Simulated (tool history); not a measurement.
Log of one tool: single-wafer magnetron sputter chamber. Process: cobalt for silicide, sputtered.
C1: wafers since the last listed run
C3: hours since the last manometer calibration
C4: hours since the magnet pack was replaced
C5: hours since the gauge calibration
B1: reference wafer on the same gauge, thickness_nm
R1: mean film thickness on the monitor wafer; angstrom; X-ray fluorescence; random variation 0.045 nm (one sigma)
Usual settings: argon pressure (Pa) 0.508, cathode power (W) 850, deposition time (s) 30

run 1 day=0 | argon_pressure_(Pa)=0.508 cathode_power_(W)=850 deposition_time_(s)=30 | C1=0 wafers_on_the_sputter_target=219 C3=2225.5 C4=8343.5 C5=715.6 | B1=11.608 | R1=124.26
run 2 day=2.054 | argon_pressure_(Pa)=0.508 cathode_power_(W)=850 deposition_time_(s)=30 | C1=1186 wafers_on_the_sputter_target=1406 C3=2274.8 C4=8392.8 C5=764.9 | B1=11.597 | R1=123.96
run 3 day=3.167 | argon_pressure_(Pa)=0.508 cathode_power_(W)=850 deposition_time_(s)=26.6 | C1=642 wafers_on_the_sputter_target=2049 C3=2301.5 C4=8419.5 C5=791.6 | B1=11.604 | R1=109.44
run 4 day=5.346 | argon_pressure_(Pa)=0.508 cathode_power_(W)=850 deposition_time_(s)=26.6 | C1=1258 wafers_on_the_sputter_target=3308 C3=2353.8 C4=8471.8 C5=843.9 | B1=11.592 | R1=109.89
run 5 day=7.558 | argon_pressure_(Pa)=0.508 cathode_power_(W)=850 deposition_time_(s)=30 | C1=1278 wafers_on_the_sputter_target=4586 C3=2406.9 C4=8524.9 C5=897 | B1=11.57 | R1=124
-- day=11.246 sputter target and shields replaced
run 6 day=12.258 | argon_pressure_(Pa)=0.508 cathode_power_(W)=850 deposition_time_(s)=30 | C1=2522 wafers_on_the_sputter_target=585 C3=2519.7 C4=8637.7 C5=1009.8 | B1=11.558 | R1=124.12
run 7 day=13.588 | argon_pressure_(Pa)=0.508 cathode_power_(W)=850 deposition_time_(s)=30 | C1=767 wafers_on_the_sputter_target=1353 C3=2551.6 C4=8669.6 C5=1041.7 | B1=11.591 | R1=123.17
run 8 day=14.604 | argon_pressure_(Pa)=0.508 cathode_power_(W)=850 deposition_time_(s)=30 | C1=587 wafers_on_the_sputter_target=1940 C3=2576 C4=8694 C5=1066.1 | B1=11.59 | R1=123.88
-- day=17.071 capacitance manometer re-zeroed and calibrated
run 9 day=17.092 | argon_pressure_(Pa)=0.371 cathode_power_(W)=850 deposition_time_(s)=30 | C1=1244 wafers_on_the_sputter_target=3184 C3=0.5 C4=8753.7 C5=1125.8 | B1=11.562 | R1=132.54
run 10 day=18.942 | argon_pressure_(Pa)=0.371 cathode_power_(W)=850 deposition_time_(s)=30 | C1=1068 wafers_on_the_sputter_target=4253 C3=44.9 C4=8798.1 C5=1170.2 | B1=11.56 | R1=132.57
-- day=19.667 magnet pack replaced
run 11 day=20.992 | argon_pressure_(Pa)=0.508 cathode_power_(W)=1000 deposition_time_(s)=30 | C1=991 wafers_on_the_sputter_target=5245 C3=94.1 C4=31.8 C5=1219.4 | B1=11.566 | R1=145.05
run 12 day=22.562 | argon_pressure_(Pa)=0.508 cathode_power_(W)=850 deposition_time_(s)=31.7 | C1=907 wafers_on_the_sputter_target=6153 C3=131.8 C4=69.5 C5=1257.1 | B1=11.569 | R1=130.9
-- day=23.317 sputter target and shields replaced
-- day=24.967 gauge calibrated
run 13 day=28.242 | argon_pressure_(Pa)=0.508 cathode_power_(W)=850 deposition_time_(s)=32.2 | C1=3088 wafers_on_the_sputter_target=2844 C3=268.1 C4=205.8 C5=78.6 | B1=11.776 | R1=135.46
run 14 day=31.154 | argon_pressure_(Pa)=0.561 cathode_power_(W)=650 deposition_time_(s)=26.7 | C1=1682 wafers_on_the_sputter_target=4527 C3=338 C4=275.7 C5=148.5 | B1=11.742 | R1=83.01
run 15 day=32.529 | argon_pressure_(Pa)=0.508 cathode_power_(W)=850 deposition_time_(s)=30 | C1=794 wafers_on_the_sputter_target=5321 C3=371 C4=308.7 C5=181.5 | B1=11.72 | R1=125.12
-- day=36.596 sputter target and shields replaced
run 16 day=37.742 | argon_pressure_(Pa)=0.606 cathode_power_(W)=850 deposition_time_(s)=30 | C1=2818 wafers_on_the_sputter_target=661 C3=496.1 C4=433.8 C5=306.6 | B1=11.678 | R1=118.63
run 17 day=39.467 | argon_pressure_(Pa)=0.616 cathode_power_(W)=850 deposition_time_(s)=30 | C1=996 wafers_on_the_sputter_target=1658 C3=537.5 C4=475.2 C5=348 | B1=11.679 | R1=117.76
run 18 day=41.762 | argon_pressure_(Pa)=0.414 cathode_power_(W)=900 deposition_time_(s)=30 | C1=1326 wafers_on_the_sputter_target=2984 C3=592.6 C4=530.3 C5=403.1 | B1=11.65 | R1=138.92
run 19 day=44.167 | argon_pressure_(Pa)=0.63 cathode_power_(W)=850 deposition_time_(s)=28.3 | C1=1388 wafers_on_the_sputter_target=4373 C3=650.3 C4=588 C5=460.8 | B1=11.633 | R1=109.96
run 20 day=46.796 | argon_pressure_(Pa)=0.393 cathode_power_(W)=950 deposition_time_(s)=30 | C1=1518 wafers_on_the_sputter_target=5892 C3=713.4 C4=651.1 C5=523.9 | B1=11.627 | R1=147.9
-- day=47.662 sputter target and shields replaced
run 21 day=49.696 | argon_pressure_(Pa)=0.508 cathode_power_(W)=850 deposition_time_(s)=30 | C1=1482 wafers_on_the_sputter_target=1175 C3=783 C4=720.7 C5=593.5 | B1=11.618 | R1=124.62

3 ways to go on from here, each from the tool as it stands after run 21. What would each give?
run A day=49.712 | argon_pressure_(Pa)=0.508 cathode_power_(W)=850 deposition_time_(s)=30 | C1=9 wafers_on_the_sputter_target=1185 C3=783.4 C4=721.1 C5=593.9 | B1=? | R1=?
run B day=49.712 | argon_pressure_(Pa)=0.634 cathode_power_(W)=1050 deposition_time_(s)=35.3 | C1=9 wafers_on_the_sputter_target=1185 C3=783.4 C4=721.1 C5=593.9 | B1=? | R1=?
run C day=49.712 | argon_pressure_(Pa)=0.327 cathode_power_(W)=950 deposition_time_(s)=30 | C1=9 wafers_on_the_sputter_target=1185 C3=783.4 C4=721.1 C5=593.9 | B1=? | R1=?

run=A B1=11.627 R1=123.23
run=B B1=11.627 R1=167.86
run=C B1=11.627 R1=151.62
Without the tool's hidden state the same runs would have given:
run=A R1=125.1
run=B R1=170.41
run=C R1=153.91

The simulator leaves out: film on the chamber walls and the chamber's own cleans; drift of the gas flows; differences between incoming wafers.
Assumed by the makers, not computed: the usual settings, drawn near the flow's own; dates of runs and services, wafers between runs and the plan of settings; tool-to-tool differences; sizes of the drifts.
